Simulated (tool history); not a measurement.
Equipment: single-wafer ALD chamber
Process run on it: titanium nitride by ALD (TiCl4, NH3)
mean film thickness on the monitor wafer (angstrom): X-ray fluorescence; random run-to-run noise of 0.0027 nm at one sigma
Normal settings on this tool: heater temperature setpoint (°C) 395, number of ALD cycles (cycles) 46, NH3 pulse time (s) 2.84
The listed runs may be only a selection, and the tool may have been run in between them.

run	day	heater temperature setpoint (°C)	number of ALD cycles (cycles)	NH3 pulse time (s)	wafers since the last listed run	hours since the last thermocouple change	hours since the showerhead was replaced	hours since the gauge calibration	read-back reference wafer on the same gauge, thickness_nm	mean film thickness on the monitor wafer (angstrom)
1	0.000	395	46	2.13	0	485.9	4198.5	280.1	0.939	10.56
2	0.883	395	46	2.13	123	507.1	4219.7	301.3	0.938	10.54
3	2.079	395	46	2.13	167	535.8	4248.4	330.0	0.937	10.51
4	3.354	395	46	2.84	178	566.4	4279.0	360.6	0.936	10.68
5	4.821	395	46	2.84	205	601.6	4314.2	395.8	0.935	10.69
6	5.942	395	46	2.84	157	628.5	4341.1	422.7	0.934	10.68
7	6.558	395	46	2.84	86	643.3	4355.9	437.5	0.933	10.68
8	7.475	395	46	2.84	128	665.3	4377.9	459.5	0.933	10.67
9	8.225	395	46	2.84	105	683.3	4395.9	477.5	0.931	10.65
10	8.762	395	46	2.84	75	696.2	4408.8	490.4	0.931	10.64
# day 8.779: gauge calibrated
11	9.500	395	46	2.84	103	713.9	4426.5	17.3	0.947	10.81
# day 10.475: showerhead replaced
12	10.950	395	46	2.84	156	748.7	11.4	52.1	0.946	10.83
13	12.438	395	46	2.84	208	784.4	47.1	87.8	0.945	10.80
14	12.954	384	51	2.84	72	796.8	59.5	100.2	0.944	11.87
15	13.975	409	46	1.76	143	821.3	84.0	124.7	0.943	10.60
16	15.454	395	46	2.84	207	856.8	119.5	160.2	0.942	10.76
17	15.958	395	46	2.84	70	868.9	131.6	172.3	0.942	10.76
18	17.362	395	43	3.90	196	902.6	165.3	206.0	0.940	10.17
19	18.121	395	46	2.84	106	920.8	183.5	224.2	0.940	10.72
# day 18.762: thermocouple changed; heater temperature recalibrated
20	19.588	387	46	3.29	158	19.8	218.7	259.4	0.938	10.70
21	20.433	401	46	2.84	118	40.1	239.0	279.7	0.937	10.71
22	21.429	395	46	2.48	139	64.0	262.9	303.6	0.937	10.67
23	22.296	395	46	2.84	121	84.8	283.7	324.4	0.936	10.66
24	23.396	391	46	2.84	154	111.2	310.1	350.8	0.935	10.65
25	24.438	402	50	2.16	145	136.2	335.1	375.8	0.934	11.51

5 options for the next run, each taken on its own from the tool as it stands now. Forecast them:
A	24.458	395	46	2.84	2	136.7	335.6	376.3	?	?
B	24.458	402	55	3.68	2	136.7	335.6	376.3	?	?
C	24.458	390	50	2.01	2	136.7	335.6	376.3	?	?
D	24.458	390	42	3.47	2	136.7	335.6	376.3	?	?
E	24.458	395	46	1.93	2	136.7	335.6	376.3	?	?

run	read-back reference wafer on the same gauge, thickness_nm	mean film thickness on the monitor wafer (angstrom)
A	0.934	10.64
B	0.934	12.89
C	0.934	11.30
D	0.934	9.77
E	0.934	10.41
What these runs would have given with no unlogged condition in the tool:
run	mean film thickness on the monitor wafer (angstrom)
A	10.82
B	13.11
C	11.49
D	9.94
E	10.59

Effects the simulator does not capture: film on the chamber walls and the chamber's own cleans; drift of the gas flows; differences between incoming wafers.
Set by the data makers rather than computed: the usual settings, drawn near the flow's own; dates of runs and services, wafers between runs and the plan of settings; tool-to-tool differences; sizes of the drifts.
